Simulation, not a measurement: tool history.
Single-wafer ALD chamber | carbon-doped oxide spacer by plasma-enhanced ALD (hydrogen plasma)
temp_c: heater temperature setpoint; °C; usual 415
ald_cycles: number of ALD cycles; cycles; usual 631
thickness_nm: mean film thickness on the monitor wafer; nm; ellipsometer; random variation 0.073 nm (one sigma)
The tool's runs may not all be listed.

| run | hour | temp_c | ald_cycles | read-back reference wafer on the same gauge, thickness_nm | thickness_nm |
|---|---|---|---|---|---|
| 1 | 0 | 415 | 631 | 23.597 | 28.447 |
| 2 | 99.3 | 415 | 631 | 23.589 | 28.396 |
| 3 | 204.8 | 415 | 631 | 23.623 | 28.475 |
| 4 | 288.4 | 415 | 631 | 23.6 | 28.358 |
| 5 | 324.5 | 415 | 631 | 23.6 | 28.463 |
| 6 | 416.6 | 415 | 631 | 23.599 | 28.293 |
| 7 | 541.8 | 415 | 631 | 23.604 | 28.351 |
| 8 | 643.5 | 415 | 631 | 23.576 | 28.317 |
| 9 | 724.6 | 415 | 631 | 23.611 | 28.176 |
| 10 | 874 | 415 | 631 | 23.576 | 28.224 |
| 11 | 946.5 | 415 | 631 | 23.602 | 28.128 |
| 12 | 993.1 | 415 | 549 | 23.588 | 24.487 |
| 13 | 1095.4 | 415 | 549 | 23.6 | 24.606 |
| 14 | 1180.6 | 415 | 631 | 23.59 | 28.151 |
|  | 1189.5 | thermocouple changed; heater temperature recalibrated |
| 15 | 1229.4 | 415 | 631 | 23.602 | 28.614 |
| 16 | 1292.3 | 415 | 631 | 23.603 | 28.504 |
| 17 | 1396 | 415 | 631 | 23.605 | 28.625 |
| 18 | 1479.5 | 415 | 631 | 23.594 | 28.62 |
| 19 | 1564.4 | 415 | 631 | 23.6 | 28.352 |
| 20 | 1663.1 | 409 | 631 | 23.591 | 28.936 |
| 21 | 1761.5 | 400 | 574 | 23.597 | 26.978 |
| 22 | 1811.4 | 424 | 527 | 23.598 | 22.968 |
| 23 | 1862.2 | 425 | 577 | 23.576 | 25.241 |
| 24 | 1937.8 | 424 | 755 | 23.61 | 33.042 |
|  | 2101.2 | gauge calibrated |
| 25 | 2131.8 | 415 | 709 | 23.583 | 31.902 |
| 26 | 2232.1 | 415 | 631 | 23.583 | 28.409 |
| 27 | 2317.5 | 415 | 751 | 23.609 | 33.566 |
| 28 | 2364.5 | 415 | 599 | 23.577 | 26.852 |
| 29 | 2418.4 | 415 | 544 | 23.619 | 24.341 |
| 30 | 2495.9 | 415 | 631 | 23.6 | 28.281 |
| 31 | 2556 | 415 | 631 | 23.575 | 28.089 |
| 32 | 2642.6 | 426 | 708 | 23.603 | 30.365 |
| 33 | 2714.9 | 415 | 532 | 23.632 | 23.811 |
| 34 | 2804.9 | 415 | 631 | 23.58 | 28.22 |
| 35 | 2888.9 | 415 | 631 | 23.599 | 28.155 |
| 36 | 2953.1 | 425 | 563 | 23.608 | 24.32 |
|  | 2987.1 | thermocouple changed; heater temperature recalibrated |
| 37 | 3031.1 | 406 | 680 | 23.612 | 31.617 |
| 38 | 3075.2 | 415 | 631 | 23.584 | 28.668 |
| 39 | 3130.4 | 421 | 631 | 23.631 | 28.059 |
| 40 | 3223.9 | 408 | 755 | 23.563 | 34.902 |
| 41 | 3324.6 | 420 | 631 | 23.596 | 28.18 |

4 ways to go on from here, each from the tool as it stands after run 41. What would each give?
| A | 3326 | 415 | 696 | ? | ? |
| B | 3326 | 411 | 528 | ? | ? |
| C | 3326 | 404 | 671 | ? | ? |
| D | 3326 | 407 | 738 | ? | ? |

| run | read-back reference wafer on the same gauge, thickness_nm | thickness_nm |
|---|---|---|
| A | 23.616 | 31.547 |
| B | 23.616 | 24.234 |
| C | 23.616 | 31.47 |
| D | 23.616 | 34.295 |
Without the tool's hidden state the same runs would have given:
| run | thickness_nm |
|---|---|
| A | 31.673 |
| B | 24.329 |
| C | 31.59 |
| D | 34.428 |
